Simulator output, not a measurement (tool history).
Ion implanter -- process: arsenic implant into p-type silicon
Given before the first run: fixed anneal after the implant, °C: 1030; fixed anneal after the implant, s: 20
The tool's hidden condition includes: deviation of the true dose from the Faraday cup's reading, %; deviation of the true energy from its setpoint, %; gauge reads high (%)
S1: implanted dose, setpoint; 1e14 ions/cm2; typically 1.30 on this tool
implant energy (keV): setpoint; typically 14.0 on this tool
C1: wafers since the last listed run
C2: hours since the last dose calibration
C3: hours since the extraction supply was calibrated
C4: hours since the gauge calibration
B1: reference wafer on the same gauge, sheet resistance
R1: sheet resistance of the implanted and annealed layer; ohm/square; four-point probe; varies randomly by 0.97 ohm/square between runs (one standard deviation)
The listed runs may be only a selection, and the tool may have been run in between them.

Run 1, day 0.000: usual settings but S1 1.03 1e14 ions/cm2; C1 0; C2 1796.3; C3 7396.5; C4 76.8; B1 684.07. Result: R1 797.58 ohm/square.
Run 2, day 0.271: usual settings but S1 1.03 1e14 ions/cm2; C1 194; C2 1802.8; C3 7403.0; C4 83.3; B1 684.04. Result: R1 799.89 ohm/square.
Run 3, day 0.783: usual settings but S1 1.03 1e14 ions/cm2; C1 367; C2 1815.1; C3 7415.3; C4 95.6; B1 683.84. Result: R1 799.59 ohm/square.
Run 4, day 1.233: usual settings but implant energy (keV) 12.5; C1 322; C2 1825.9; C3 7426.1; C4 106.4; B1 684.03. Result: R1 687.72 ohm/square.
Run 5, day 1.567: usual settings but implant energy (keV) 16.0; C1 239; C2 1833.9; C3 7434.1; C4 114.4; B1 683.87. Result: R1 663.29 ohm/square.
Run 6, day 2.262: usual settings but implant energy (keV) 16.0; C1 499; C2 1850.6; C3 7450.8; C4 131.1; B1 684.27. Result: R1 664.36 ohm/square.
Run 7, day 2.700: usual settings but implant energy (keV) 16.0; C1 313; C2 1861.1; C3 7461.3; C4 141.6; B1 683.97. Result: R1 662.98 ohm/square.
Run 8, day 3.346: usual settings; C1 463; C2 1876.6; C3 7476.8; C4 157.1; B1 683.92. Result: R1 678.52 ohm/square.
Run 9, day 5.108: usual settings; C1 1264; C2 1918.9; C3 7519.1; C4 199.4; B1 683.85. Result: R1 677.49 ohm/square.
Run 10, day 5.408: usual settings; C1 215; C2 1926.1; C3 7526.3; C4 206.6; B1 683.67. Result: R1 677.73 ohm/square.
Run 11, day 7.025: usual settings but S1 0.97 1e14 ions/cm2, implant energy (keV) 18.0; C1 1159; C2 1964.9; C3 7565.1; C4 245.4; B1 683.79. Result: R1 807.92 ohm/square.
Run 12, day 7.304: usual settings but S1 1.45 1e14 ions/cm2, implant energy (keV) 10.5; C1 200; C2 1971.6; C3 7571.8; C4 252.1; B1 684.01. Result: R1 649.71 ohm/square.
At day 7.779: extraction supply calibrated.
At day 8.300: gauge calibrated.
At day 9.483: Faraday cup replaced and dose calibrated.
Run 13, day 9.504: usual settings but S1 1.69 1e14 ions/cm2; C1 1100; C2 0.5; C3 41.4; C4 28.9; B1 683.77. Result: R1 530.97 ohm/square.
Run 14, day 9.762: usual settings but S1 1.02 1e14 ions/cm2, implant energy (keV) 9.5; C1 185; C2 6.7; C3 47.6; C4 35.1; B1 683.86. Result: R1 813.47 ohm/square.
Run 15, day 10.308: usual settings but S1 1.61 1e14 ions/cm2; C1 391; C2 19.8; C3 60.7; C4 48.2; B1 683.96. Result: R1 550.82 ohm/square.

Run 16 is up next; what results do you expect?
Run 16, day 11.058: usual settings; C1 538; C2 37.8; C3 78.7; C4 66.2; B1 ?. Result: R1 ?.

Run 16 came out at B1 684.08, R1 647.59 ohm/square.
If the tool had no hidden condition, the same run with the same run-to-run variation would have returned R1 645.94 ohm/square.

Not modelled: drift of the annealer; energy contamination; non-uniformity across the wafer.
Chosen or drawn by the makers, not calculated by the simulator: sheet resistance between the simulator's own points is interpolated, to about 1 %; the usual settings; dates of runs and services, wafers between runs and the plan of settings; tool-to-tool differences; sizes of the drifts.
